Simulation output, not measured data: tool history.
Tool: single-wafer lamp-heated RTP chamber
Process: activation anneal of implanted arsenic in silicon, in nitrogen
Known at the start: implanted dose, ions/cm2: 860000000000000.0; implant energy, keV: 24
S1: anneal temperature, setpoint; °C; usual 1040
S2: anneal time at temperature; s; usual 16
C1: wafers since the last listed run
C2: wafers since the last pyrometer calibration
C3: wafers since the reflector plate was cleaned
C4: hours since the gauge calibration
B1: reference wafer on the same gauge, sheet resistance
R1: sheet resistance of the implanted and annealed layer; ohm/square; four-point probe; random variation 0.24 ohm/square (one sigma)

run,hour,S1,S2,C1,C2,C3,C4,B1,R1
1,0.0,1040,16,0,572,701,689.8,114.96,127.23
# hour 12.4: gauge calibrated
2,46.6,1048,16,708,1281,1410,34.2,115.01,126.15
3,88.1,1048,16,631,1912,2041,75.7,115.07,125.59
4,152.3,1040,16,976,2888,3018,139.9,114.99,126.54
5,197.5,1033,13,687,3576,3705,185.1,115.07,128.31
6,235.7,1033,13,580,4157,4286,223.3,115.05,128.61
7,305.7,1033,13,1064,5221,5351,293.3,114.92,127.99
8,340.6,1040,16,530,5752,5881,328.2,115.00,125.77
9,364.7,1040,16,366,6119,6248,352.3,115.03,125.37
# hour 391.1: pyrometer window cleaned and pyrometer calibrated
10,401.5,1040,12,438,158,6686,389.1,115.05,128.46
11,464.8,1040,12,962,1121,7649,452.4,114.97,128.48
12,516.9,1053,20,792,1913,8441,504.5,115.01,122.54
13,563.4,1051,16,707,2621,9148,551.0,115.02,123.88
14,600.7,1040,16,567,3188,9716,588.3,114.98,126.01
15,634.9,1017,13,520,3708,10236,622.5,115.03,130.58
# hour 662.2: gauge calibrated
# hour 673.8: reflector plate cleaned
16,676.5,1040,16,511,4219,40,14.3,114.94,125.99
17,715.5,1029,20,593,4812,634,53.3,114.99,126.30
18,764.5,1040,9,745,5558,1379,102.3,115.01,129.90
# hour 820.0: pyrometer window cleaned and pyrometer calibrated
19,822.4,1040,16,758,36,2138,160.2,115.01,126.74
20,866.7,1032,22,673,710,2811,204.5,114.98,125.52

Forecast run 21:
21,924.4,1040,16,877,1587,3689,262.2,?,?

Run 21 gave B1 115.01, R1 126.59 ohm/square.
Without the tool's hidden state the same run would have given R1 127.91 ohm/square.
